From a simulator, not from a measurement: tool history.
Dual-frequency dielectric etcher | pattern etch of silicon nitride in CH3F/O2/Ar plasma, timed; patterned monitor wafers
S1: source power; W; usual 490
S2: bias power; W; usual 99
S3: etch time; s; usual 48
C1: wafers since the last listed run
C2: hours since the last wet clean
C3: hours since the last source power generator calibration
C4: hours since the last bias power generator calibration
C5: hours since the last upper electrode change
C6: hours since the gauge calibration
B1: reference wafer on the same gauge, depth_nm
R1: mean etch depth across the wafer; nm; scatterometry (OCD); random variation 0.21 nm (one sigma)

run	day	S1	S2	S3	C1	C2	C3	C4	C5	C6	B1	R1
1	0	570	99	48	0	357	2098	2258.7	4882.3	170	33.5	36.72
2	4.242	570	99	48	1269	458.8	2199.8	2360.5	4984.1	271.8	33.57	36.03
# day 6.017: wet clean of the chamber
3	8.475	570	99	48	967	59	2301.4	2462.1	5085.7	373.4	33.55	37.46
4	12.762	490	99	48	1282	161.9	2404.3	2565	5188.6	476.3	33.5	35.76
5	16.212	410	111	48	1032	244.7	2487.1	2647.8	5271.4	559.1	33.5	34.7
6	20.829	490	115	42.5	1381	355.5	2597.9	2758.6	5382.2	669.9	33.55	33.46
7	22.75	490	99	48	574	401.6	2644	2804.7	5428.3	716	33.53	34.29
# day 25.658: wet clean of the chamber
8	25.679	490	99	48	577	0.5	2714.3	2875	5498.6	786.3	33.53	36.52
# day 27.45: bias power generator calibrated
9	29.121	490	99	48	979	83.1	2796.9	40.1	5581.2	868.9	33.53	36.08
# day 30.354: source power generator calibrated
10	32.3	490	99	48	901	159.4	46.7	116.4	5657.5	945.2	33.48	35.29
11	35.938	400	84	40.5	1088	246.7	134	203.7	5744.8	1032.5	33.49	25.05
# day 38.546: upper electrode replaced
12	38.829	490	99	36	565	316.1	203.4	273.1	6.8	1101.9	33.49	26.44
13	42.067	410	99	48	968	393.8	281.1	350.8	84.5	1179.6	33.52	32.45
# day 43.821: wet clean of the chamber
14	43.854	490	79	48	235	0.8	324	393.7	127.4	1222.5	33.44	31.33
15	45.662	570	99	48	541	44.2	367.4	437.1	170.8	1265.9	33.43	37.48
16	49.812	490	99	48	1241	143.8	467	536.7	270.4	1365.5	33.44	35.33

Forecast run 17:
# day 50.929: gauge calibrated
17	53.879	390	112	41	1216	241.4	564.6	634.3	368	70.8	?	?

Run 17 gave B1 33.44, R1 29.81 nm.
Without the tool's hidden state the same run would have given R1 30.9 nm.
